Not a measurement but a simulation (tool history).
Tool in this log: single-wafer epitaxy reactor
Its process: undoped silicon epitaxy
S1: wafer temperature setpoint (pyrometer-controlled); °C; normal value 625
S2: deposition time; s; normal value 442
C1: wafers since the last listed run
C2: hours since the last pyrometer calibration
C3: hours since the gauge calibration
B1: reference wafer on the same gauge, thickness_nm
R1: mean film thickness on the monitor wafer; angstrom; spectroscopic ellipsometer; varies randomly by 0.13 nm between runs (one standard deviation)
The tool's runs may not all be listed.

{"run": 1, "hour": 0.0, "S1": 625, "S2": 442, "C1": 0, "C2": 1818.5, "C3": 1327.5, "B1": 44.375, "R1": 419.99}
{"hour": 70.5, "done": "gauge calibrated"}
{"run": 2, "hour": 73.5, "S1": 625, "S2": 442, "C1": 278, "C2": 1892, "C3": 3, "B1": 44.447, "R1": 419.98}
{"run": 3, "hour": 166.7, "S1": 625, "S2": 442, "C1": 352, "C2": 1985.2, "C3": 96.2, "B1": 44.448, "R1": 419.08}
{"run": 4, "hour": 218.3, "S1": 625, "S2": 442, "C1": 195, "C2": 2036.8, "C3": 147.8, "B1": 44.415, "R1": 424.87}
{"run": 5, "hour": 258.9, "S1": 625, "S2": 442, "C1": 153, "C2": 2077.4, "C3": 188.4, "B1": 44.388, "R1": 421.13}
{"run": 6, "hour": 359.4, "S1": 617, "S2": 472, "C1": 380, "C2": 2177.9, "C3": 288.9, "B1": 44.419, "R1": 372.6}
{"run": 7, "hour": 400.0, "S1": 617, "S2": 472, "C1": 153, "C2": 2218.5, "C3": 329.5, "B1": 44.426, "R1": 369.67}
{"run": 8, "hour": 449.3, "S1": 625, "S2": 388, "C1": 186, "C2": 2267.8, "C3": 378.8, "B1": 44.37, "R1": 372.7}
{"run": 9, "hour": 540.5, "S1": 634, "S2": 442, "C1": 345, "C2": 2359, "C3": 470, "B1": 44.425, "R1": 536.59}
{"run": 10, "hour": 601.6, "S1": 625, "S2": 442, "C1": 231, "C2": 2420.1, "C3": 531.1, "B1": 44.41, "R1": 430.05}
{"run": 11, "hour": 646.0, "S1": 625, "S2": 442, "C1": 168, "C2": 2464.5, "C3": 575.5, "B1": 44.396, "R1": 430.63}
{"run": 12, "hour": 715.3, "S1": 625, "S2": 442, "C1": 262, "C2": 2533.8, "C3": 644.8, "B1": 44.38, "R1": 432.32}
{"run": 13, "hour": 761.8, "S1": 625, "S2": 442, "C1": 176, "C2": 2580.3, "C3": 691.3, "B1": 44.412, "R1": 430.61}
{"run": 14, "hour": 855.8, "S1": 625, "S2": 510, "C1": 355, "C2": 2674.3, "C3": 785.3, "B1": 44.367, "R1": 497.25}
{"run": 15, "hour": 893.2, "S1": 625, "S2": 442, "C1": 141, "C2": 2711.7, "C3": 822.7, "B1": 44.364, "R1": 433.6}
{"run": 16, "hour": 986.7, "S1": 621, "S2": 387, "C1": 354, "C2": 2805.2, "C3": 916.2, "B1": 44.397, "R1": 343.59}
{"run": 17, "hour": 1051.8, "S1": 631, "S2": 505, "C1": 246, "C2": 2870.3, "C3": 981.3, "B1": 44.403, "R1": 579.36}
{"hour": 1078.8, "done": "pyrometer calibrated"}
{"run": 18, "hour": 1125.3, "S1": 625, "S2": 514, "C1": 248, "C2": 46.5, "C3": 1054.8, "B1": 44.418, "R1": 419.48}
{"hour": 1202.5, "done": "gauge calibrated"}
{"run": 19, "hour": 1218.2, "S1": 617, "S2": 519, "C1": 351, "C2": 139.4, "C3": 15.7, "B1": 44.411, "R1": 344.02}
{"run": 20, "hour": 1295.6, "S1": 617, "S2": 519, "C1": 293, "C2": 216.8, "C3": 93.1, "B1": 44.391, "R1": 347.45}
{"hour": 1356.3, "done": "pyrometer calibrated, repeated, since the last time left the tool worse"}
{"run": 21, "hour": 1405.3, "S1": 634, "S2": 490, "C1": 385, "C2": 49, "C3": 202.8, "B1": 44.432, "R1": 563.99}
{"run": 22, "hour": 1500.4, "S1": 633, "S2": 442, "C1": 360, "C2": 144.1, "C3": 297.9, "B1": 44.381, "R1": 494.51}
{"run": 23, "hour": 1594.4, "S1": 638, "S2": 521, "C1": 355, "C2": 238.1, "C3": 391.9, "B1": 44.406, "R1": 660.14}
{"run": 24, "hour": 1647.4, "S1": 629, "S2": 358, "C1": 200, "C2": 291.1, "C3": 444.9, "B1": 44.406, "R1": 363.71}

What if the next run were any one of these 4? Each begins from the tool's condition after run 24:
{"run": "A", "hour": 1647.9, "S1": 625, "S2": 512, "C1": 1, "C2": 291.6, "C3": 445.4, "B1": "?", "R1": "?"}
{"run": "B", "hour": 1647.9, "S1": 635, "S2": 481, "C1": 1, "C2": 291.6, "C3": 445.4, "B1": "?", "R1": "?"}
{"run": "C", "hour": 1647.9, "S1": 631, "S2": 485, "C1": 1, "C2": 291.6, "C3": 445.4, "B1": "?", "R1": "?"}
{"run": "D", "hour": 1647.9, "S1": 618, "S2": 521, "C1": 1, "C2": 291.6, "C3": 445.4, "B1": "?", "R1": "?"}

run=A B1=44.387 R1=469.35
run=B B1=44.387 R1=566.84
run=C B1=44.387 R1=517.3
run=D B1=44.387 R1=399.12
Without the tool's unlogged condition, the same runs would have read:
run=A R1=469.88
run=B R1=567.45
run=C R1=517.86
run=D R1=399.57
